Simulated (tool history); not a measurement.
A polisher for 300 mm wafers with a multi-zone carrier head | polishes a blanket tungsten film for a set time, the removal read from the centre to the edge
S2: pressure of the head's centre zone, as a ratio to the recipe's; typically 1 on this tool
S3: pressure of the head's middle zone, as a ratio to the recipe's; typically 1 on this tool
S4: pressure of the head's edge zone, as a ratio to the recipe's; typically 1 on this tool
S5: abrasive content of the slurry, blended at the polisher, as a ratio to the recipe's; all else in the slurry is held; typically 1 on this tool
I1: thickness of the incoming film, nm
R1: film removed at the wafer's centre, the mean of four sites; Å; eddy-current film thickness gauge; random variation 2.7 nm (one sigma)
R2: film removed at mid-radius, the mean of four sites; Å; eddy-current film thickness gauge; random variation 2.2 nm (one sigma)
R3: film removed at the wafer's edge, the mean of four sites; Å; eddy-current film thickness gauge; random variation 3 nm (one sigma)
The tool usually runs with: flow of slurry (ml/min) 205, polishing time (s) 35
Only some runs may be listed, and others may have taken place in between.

{"run": 1, "hour": 0.0, "flow of slurry (ml/min)": 205, "S2": 1, "S3": 1, "S4": 1, "S5": 1, "polishing time (s)": 35, "I1": 631.9, "R1": 2393, "R2": 2446, "R3": 2473}
{"run": 2, "hour": 57.4, "flow of slurry (ml/min)": 205, "S2": 1, "S3": 1, "S4": 1, "S5": 1, "polishing time (s)": 35, "I1": 639.6, "R1": 2372, "R2": 2468, "R3": 2512}
{"run": 3, "hour": 159.8, "flow of slurry (ml/min)": 205, "S2": 1, "S3": 0.95, "S4": 1, "S5": 1, "polishing time (s)": 35, "I1": 637, "R1": 2294, "R2": 2315, "R3": 2448}
{"run": 4, "hour": 258.2, "flow of slurry (ml/min)": 205, "S2": 1.09, "S3": 1, "S4": 1, "S5": 1, "polishing time (s)": 35, "I1": 634.2, "R1": 2476, "R2": 2372, "R3": 2412}
{"run": 5, "hour": 356.0, "flow of slurry (ml/min)": 205, "S2": 1, "S3": 1, "S4": 1, "S5": 1, "polishing time (s)": 35, "I1": 629.1, "R1": 2186, "R2": 2324, "R3": 2414}
{"hour": 362.8, "done": "worn pad replaced by a new one"}
{"hour": 421.2, "done": "centre zone pressure recalibrated"}
{"hour": 440.2, "done": "slurry nozzle cleaned"}
{"run": 6, "hour": 448.6, "flow of slurry (ml/min)": 205, "S2": 1, "S3": 1, "S4": 1, "S5": 1, "polishing time (s)": 35, "I1": 638.7, "R1": 2402, "R2": 2519, "R3": 2499}
{"hour": 479.8, "done": "edge zone pressure recalibrated"}
{"run": 7, "hour": 494.5, "flow of slurry (ml/min)": 150, "S2": 1, "S3": 1, "S4": 1, "S5": 1.1, "polishing time (s)": 31, "I1": 631.9, "R1": 1947, "R2": 2120, "R3": 2193}
{"run": 8, "hour": 533.4, "flow of slurry (ml/min)": 205, "S2": 1, "S3": 1, "S4": 1, "S5": 1, "polishing time (s)": 35, "I1": 640.1, "R1": 2394, "R2": 2498, "R3": 2539}
{"run": 9, "hour": 628.9, "flow of slurry (ml/min)": 150, "S2": 0.91, "S3": 1, "S4": 1, "S5": 1, "polishing time (s)": 35, "I1": 630.6, "R1": 1922, "R2": 2228, "R3": 2365}
{"run": 10, "hour": 685.6, "flow of slurry (ml/min)": 205, "S2": 1, "S3": 1, "S4": 1, "S5": 1, "polishing time (s)": 35, "I1": 616.3, "R1": 2315, "R2": 2392, "R3": 2453}
{"run": 11, "hour": 792.8, "flow of slurry (ml/min)": 205, "S2": 0.97, "S3": 1.11, "S4": 1.07, "S5": 0.7, "polishing time (s)": 35, "I1": 639, "R1": 1996, "R2": 2385, "R3": 2293}
{"run": 12, "hour": 859.5, "flow of slurry (ml/min)": 205, "S2": 1, "S3": 1, "S4": 1, "S5": 1, "polishing time (s)": 35, "I1": 621.5, "R1": 2174, "R2": 2336, "R3": 2398}
{"hour": 900.2, "done": "slurry nozzle cleaned"}
{"hour": 904.1, "done": "worn pad replaced by a new one"}
{"run": 13, "hour": 940.1, "flow of slurry (ml/min)": 170, "S2": 1.1, "S3": 0.94, "S4": 1, "S5": 1, "polishing time (s)": 35, "I1": 627.3, "R1": 2571, "R2": 2312, "R3": 2471}
{"hour": 966.9, "done": "edge zone pressure recalibrated"}
{"run": 14, "hour": 998.3, "flow of slurry (ml/min)": 235, "S2": 1, "S3": 1.05, "S4": 1, "S5": 1, "polishing time (s)": 35, "I1": 641.5, "R1": 2479, "R2": 2611, "R3": 2561}
{"run": 15, "hour": 1073.2, "flow of slurry (ml/min)": 205, "S2": 1, "S3": 1, "S4": 1, "S5": 1, "polishing time (s)": 35, "I1": 623.2, "R1": 2341, "R2": 2453, "R3": 2527}
{"run": 16, "hour": 1113.0, "flow of slurry (ml/min)": 205, "S2": 1.08, "S3": 1, "S4": 1.07, "S5": 1.15, "polishing time (s)": 35, "I1": 639.5, "R1": 2598, "R2": 2528, "R3": 2716}
{"run": 17, "hour": 1211.1, "flow of slurry (ml/min)": 205, "S2": 1, "S3": 1, "S4": 0.9, "S5": 1, "polishing time (s)": 26, "I1": 621.3, "R1": 1705, "R2": 1803, "R3": 1749}
{"run": 18, "hour": 1317.9, "flow of slurry (ml/min)": 205, "S2": 1, "S3": 1, "S4": 1, "S5": 1.15, "polishing time (s)": 35, "I1": 631.2, "R1": 2287, "R2": 2415, "R3": 2465}
{"run": 19, "hour": 1387.3, "flow of slurry (ml/min)": 205, "S2": 1.08, "S3": 1, "S4": 1.06, "S5": 1, "polishing time (s)": 35, "I1": 630.4, "R1": 2340, "R2": 2331, "R3": 2431}
{"hour": 1411.8, "done": "worn pad replaced by a new one"}
{"hour": 1420.9, "done": "slurry nozzle cleaned"}
{"hour": 1431.7, "done": "carrier head's membrane replaced by a new one"}
{"run": 20, "hour": 1436.7, "flow of slurry (ml/min)": 230, "S2": 1, "S3": 0.97, "S4": 1, "S5": 0.8, "polishing time (s)": 43, "I1": 625, "R1": 2819, "R2": 2864, "R3": 2961}

Run 21, settings as shown, results not yet in. Your forecast:
{"hour": 1458.5, "done": "edge zone pressure recalibrated"}
{"run": 21, "hour": 1513.8, "flow of slurry (ml/min)": 205, "S2": 1, "S3": 1, "S4": 0.92, "S5": 1, "polishing time (s)": 43, "I1": 632.4, "R1": "?", "R2": "?", "R3": "?"}

R1: 2904 Å
R2: 2978 Å
R3: 2942 Å
Were there no unlogged condition in the tool, this run, its random variation unchanged, would have produced R1 2986 Å, R2 3054 Å, R3 2997 Å.
